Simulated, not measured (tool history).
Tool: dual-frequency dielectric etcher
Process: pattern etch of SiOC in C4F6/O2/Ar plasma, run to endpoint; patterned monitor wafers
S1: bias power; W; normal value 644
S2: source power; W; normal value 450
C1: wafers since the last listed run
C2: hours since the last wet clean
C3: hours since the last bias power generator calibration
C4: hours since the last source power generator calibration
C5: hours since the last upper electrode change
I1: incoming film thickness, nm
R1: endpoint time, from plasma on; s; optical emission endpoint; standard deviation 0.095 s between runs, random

Run 1, hour 0.0: usual settings but S2 420 W; C1 0; C2 88.8; C3 845.2; C4 4187.2; C5 1999.9; I1 44.29. Result: R1 14.3 s.
Run 2, hour 15.2: usual settings but S1 588 W; C1 278; C2 104.0; C3 860.4; C4 4202.4; C5 2015.1; I1 44.15. Result: R1 14.5 s.
Run 3, hour 48.2: usual settings; C1 604; C2 137.0; C3 893.4; C4 4235.4; C5 2048.1; I1 44.20. Result: R1 14.0 s.
Run 4, hour 64.3: usual settings; C1 294; C2 153.1; C3 909.5; C4 4251.5; C5 2064.2; I1 44.28. Result: R1 14.1 s.
Run 5, hour 97.6: usual settings; C1 609; C2 186.4; C3 942.8; C4 4284.8; C5 2097.5; I1 44.59. Result: R1 14.1 s.
Run 6, hour 118.9: usual settings; C1 389; C2 207.7; C3 964.1; C4 4306.1; C5 2118.8; I1 44.03. Result: R1 13.6 s.
Run 7, hour 149.1: usual settings but S1 546 W, S2 380 W; C1 552; C2 237.9; C3 994.3; C4 4336.3; C5 2149.0; I1 43.91. Result: R1 15.3 s.
Run 8, hour 179.9: usual settings but S1 546 W, S2 380 W; C1 563; C2 268.7; C3 1025.1; C4 4367.1; C5 2179.8; I1 44.45. Result: R1 15.7 s.
Run 9, hour 198.9: usual settings but S1 535 W; C1 347; C2 287.7; C3 1044.1; C4 4386.1; C5 2198.8; I1 44.37. Result: R1 14.9 s.
Run 10, hour 232.0: usual settings but S2 510 W; C1 605; C2 320.8; C3 1077.2; C4 4419.2; C5 2231.9; I1 44.07. Result: R1 13.1 s.
Run 11, hour 256.0: usual settings; C1 439; C2 344.8; C3 1101.2; C4 4443.2; C5 2255.9; I1 44.39. Result: R1 13.6 s.
Run 12, hour 268.9: usual settings; C1 236; C2 357.7; C3 1114.1; C4 4456.1; C5 2268.8; I1 44.42. Result: R1 13.8 s.
Run 13, hour 304.1: usual settings; C1 644; C2 392.9; C3 1149.3; C4 4491.3; C5 2304.0; I1 44.22. Result: R1 13.6 s.
Run 14, hour 324.7: usual settings but S2 530 W; C1 377; C2 413.5; C3 1169.9; C4 4511.9; C5 2324.6; I1 43.91. Result: R1 13.0 s.
At hour 352.2: upper electrode replaced.
Run 15, hour 352.7: usual settings; C1 73; C2 441.5; C3 1197.9; C4 4539.9; C5 0.5; I1 43.64. Result: R1 13.4 s.
Run 16, hour 373.7: usual settings but S1 745 W; C1 384; C2 462.5; C3 1218.9; C4 4560.9; C5 21.5; I1 44.34. Result: R1 12.6 s.
Run 17, hour 391.1: usual settings but S1 562 W, S2 420 W; C1 318; C2 479.9; C3 1236.3; C4 4578.3; C5 38.9; I1 44.24. Result: R1 14.7 s.
Run 18, hour 423.3: usual settings but S1 566 W; C1 589; C2 512.1; C3 1268.5; C4 4610.5; C5 71.1; I1 44.41. Result: R1 14.4 s.
Run 19, hour 459.0: usual settings but S1 596 W, S2 500 W; C1 653; C2 547.8; C3 1304.2; C4 4646.2; C5 106.8; I1 44.25. Result: R1 13.5 s.
Run 20, hour 477.6: usual settings; C1 340; C2 566.4; C3 1322.8; C4 4664.8; C5 125.4; I1 43.89. Result: R1 13.1 s.
Run 21, hour 510.7: usual settings but S2 550 W; C1 605; C2 599.5; C3 1355.9; C4 4697.9; C5 158.5; I1 44.19. Result: R1 12.5 s.
Run 22, hour 539.4: usual settings but S2 360 W; C1 525; C2 628.2; C3 1384.6; C4 4726.6; C5 187.2; I1 43.95. Result: R1 14.1 s.
At hour 556.4: source power generator calibrated.
Run 23, hour 565.1: usual settings but S1 804 W, S2 390 W; C1 397; C2 653.9; C3 1410.3; C4 8.7; C5 212.9; I1 44.07. Result: R1 12.6 s.
At hour 581.2: bias power generator calibrated.
Run 24, hour 584.8: usual settings but S1 599 W, S2 410 W; C1 287; C2 673.6; C3 3.6; C4 28.4; C5 232.6; I1 44.42. Result: R1 14.1 s.
Run 25, hour 608.6: usual settings but S2 370 W; C1 435; C2 697.4; C3 27.4; C4 52.2; C5 256.4; I1 44.06. Result: R1 13.9 s.
At hour 645.1: wet clean of the chamber.
Run 26, hour 645.6: usual settings but S1 698 W, S2 360 W; C1 237; C2 0.5; C3 64.4; C4 89.2; C5 293.4; I1 44.26. Result: R1 14.5 s.
Run 27, hour 658.3: usual settings; C1 232; C2 13.2; C3 77.1; C4 101.9; C5 306.1; I1 44.13. Result: R1 14.0 s.
Run 28, hour 672.2: usual settings; C1 254; C2 27.1; C3 91.0; C4 115.8; C5 320.0; I1 43.98. Result: R1 13.9 s.
Run 29, hour 701.4: usual settings; C1 534; C2 56.3; C3 120.2; C4 145.0; C5 349.2; I1 44.22. Result: R1 13.9 s.
Run 30, hour 750.1: usual settings; C1 891; C2 105.0; C3 168.9; C4 193.7; C5 397.9; I1 44.12. Result: R1 14.0 s.
Run 31, hour 781.2: usual settings but S1 599 W, S2 410 W; C1 569; C2 136.1; C3 200.0; C4 224.8; C5 429.0; I1 44.23. Result: R1 14.7 s.
Run 32, hour 806.8: usual settings but S1 736 W, S2 340 W; C1 468; C2 161.7; C3 225.6; C4 250.4; C5 454.6; I1 44.54. Result: R1 14.0 s.
Run 33, hour 838.0: usual settings but S1 515 W, S2 540 W; C1 571; C2 192.9; C3 256.8; C4 281.6; C5 485.8; I1 44.43. Result: R1 14.6 s.
Run 34, hour 864.0: usual settings but S1 719 W, S2 380 W; C1 475; C2 218.9; C3 282.8; C4 307.6; C5 511.8; I1 44.17. Result: R1 13.7 s.
Run 35, hour 892.3: usual settings; C1 518; C2 247.2; C3 311.1; C4 335.9; C5 540.1; I1 43.94. Result: R1 13.5 s.
Run 36, hour 914.6: usual settings but S1 705 W, S2 350 W; C1 408; C2 269.5; C3 333.4; C4 358.2; C5 562.4; I1 44.45. Result: R1 14.1 s.

Hidden state or all else? Some run-to-run changes of R1, split into what the settings, what came in and random variation would give without the hidden state, and what is left for the hidden state (with any gauge scatter that isn't in both results):
The hidden state here: etch rate over this chamber's usual, %; bias power that arrives over what is set, %; source power that arrives over what is set, %.
Run 3 -> 4: settings left as they were, no log entry in between. R1 +0.1 s: hidden state -0.1, all else +0.2.
Run 6 -> 7: S1 644 -> 546, S2 450 -> 380. R1 +1.7 s: hidden state -0.1, all else +1.8.
Run 9 -> 10: S1 535 -> 644, S2 450 -> 510. R1 -1.8 s: hidden state +0.0, all else -1.8.
Run 16 -> 17: S1 745 -> 562, S2 450 -> 420. R1 +2.1 s: hidden state -0.1, all else +2.2.
Run 23 -> 24: S1 804 -> 599, S2 390 -> 410, bias power generator calibrated. R1 +1.5 s: hidden state -0.2, all else +1.7.
Run 25 -> 26: S1 644 -> 698, S2 370 -> 360, wet clean of the chamber. R1 +0.6 s: hidden state +0.8, all else -0.2.

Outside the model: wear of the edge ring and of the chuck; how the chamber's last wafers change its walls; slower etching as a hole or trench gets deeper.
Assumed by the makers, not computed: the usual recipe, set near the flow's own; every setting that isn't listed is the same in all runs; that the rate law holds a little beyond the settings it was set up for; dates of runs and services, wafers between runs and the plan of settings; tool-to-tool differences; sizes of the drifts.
